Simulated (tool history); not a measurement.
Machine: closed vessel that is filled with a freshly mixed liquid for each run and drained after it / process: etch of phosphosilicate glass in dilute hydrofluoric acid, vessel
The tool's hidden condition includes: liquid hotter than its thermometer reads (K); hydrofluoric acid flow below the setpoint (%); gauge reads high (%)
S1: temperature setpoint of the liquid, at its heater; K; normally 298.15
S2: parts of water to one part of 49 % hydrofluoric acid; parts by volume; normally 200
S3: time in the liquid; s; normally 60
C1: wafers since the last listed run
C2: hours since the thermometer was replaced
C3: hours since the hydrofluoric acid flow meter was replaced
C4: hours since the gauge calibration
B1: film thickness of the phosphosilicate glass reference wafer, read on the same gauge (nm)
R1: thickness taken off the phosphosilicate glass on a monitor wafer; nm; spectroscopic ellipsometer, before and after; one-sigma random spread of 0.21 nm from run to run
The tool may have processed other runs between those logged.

run     day      S1   S2  S3    C1      C2      C3     C4      B1     R1
  1   0.000  298.15  200  60     0  1379.8  1560.0   34.4  130.01  31.56
  2   0.371  298.15  200  60   645  1388.7  1568.9   43.3  129.99  31.32
  3   2.525  298.15  200  60  3750  1440.4  1620.6   95.0  130.00  31.42
  4   3.221  298.15  200  60  1211  1457.1  1637.3  111.7  130.03  31.26
  5   3.742  295.15  145  60   906  1469.6  1649.8  124.2  130.02  41.39
  6   4.042  295.15  145  60   522  1476.8  1657.0  131.4  129.99  41.65
  7   4.717  298.15  200  80  1175  1493.0  1673.2  147.6  130.03  41.88
  8   5.288  294.65  200  75   993  1506.7  1686.9  161.3  129.97  34.50
  9   5.642  298.15  225  60   616  1515.2  1695.4  169.8  130.02  26.82
      5.979  -- hydrofluoric acid flow meter replaced
 10   6.000  298.15  295  75   551  1523.8     0.5  178.4  129.99  27.79
 11   6.346  298.15  155  60   602  1532.1     8.8  186.7  130.04  49.88
 12   6.717  296.65  200  60   645  1541.0    17.7  195.6  130.02  34.82
 13   7.029  298.15  155  30   544  1548.5    25.2  203.1  129.99  24.84
 14   7.525  296.15  200  75   863  1560.4    37.1  215.0  129.97  42.51
 15   8.029  301.65  200  50   877  1572.5    49.2  227.1  129.99  34.20
 16   8.438  298.15  200  60   710  1582.3    59.0  236.9  130.02  36.62
 17   8.842  294.15  200  85   703  1592.0    68.7  246.6  129.97  44.85
 18   9.196  300.15  130  60   616  1600.5    77.2  255.1  129.99  66.19
 19   9.742  299.65  200  95   950  1613.6    90.3  268.2  130.03  60.45
 20  10.492  298.15  200  50  1305  1631.6   108.3  286.2  129.98  30.38
 21  11.138  300.15  200  35  1124  1647.1   123.8  301.7  130.00  22.94
     11.250  -- thermometer replaced
 22  11.542  295.65  265  90   631     7.0   133.5  311.4  129.98  32.89
 23  13.300  295.15  200  60  3061    49.2   175.7  353.6  130.01  30.27
 24  13.908  300.15  200  60  1059    63.8   190.3  368.2  129.98  35.87
 25  14.508  298.15  200  45  1044    78.2   204.7  382.6  130.01  25.42
     14.838  -- gauge calibrated
 26  14.917  298.15  200  60   710    88.0   214.5    1.9  130.02  33.60
 27  15.458  294.65  200  60   943   101.0   227.5   14.9  129.98  29.66
 28  15.746  302.15  145  75   500   107.9   234.4   21.8  129.98  72.08
 29  16.183  298.15  225  60   761   118.4   244.9   32.3  130.02  28.96
 30  16.525  298.15  200  60   594   126.6   253.1   40.5  130.02  33.77
 31  17.092  300.65  255  95   986   140.2   266.7   54.1  129.98  43.10
 32  17.425  299.65  200  60   580   148.2   274.7   62.1  130.00  35.33

For each run, what was the tool's unlogged condition?
gauge reads high (%): 0 on each run
H1: liquid hotter than its thermometer reads (K)
H2: hydrofluoric acid flow below the setpoint (%)
run     H1     H2
  1   1.88   11.9
  2   1.89   11.9
  3   1.95   12.3
  4   1.97   12.4
  5   1.99   12.5
  6   1.99   12.6
  7   2.01   12.7
  8   2.03   12.8
  9   2.04   12.9
 10   2.05  0.678
 11   2.06  0.738
 12   2.07  0.804
 13   2.08  0.858
 14   2.09  0.946
 15   2.11   1.03
 16   2.12   1.11
 17   2.13   1.18
 18   2.14   1.24
 19   2.16   1.34
 20   2.18   1.47
 21    2.2   1.58
 22  0.193   1.65
 23  0.243   1.96
 24  0.261   2.07
 25  0.278   2.17
 26   0.29   2.24
 27  0.305   2.34
 28  0.314   2.39
 29  0.326   2.47
 30  0.336   2.53
 31  0.352   2.63
 32  0.362   2.69
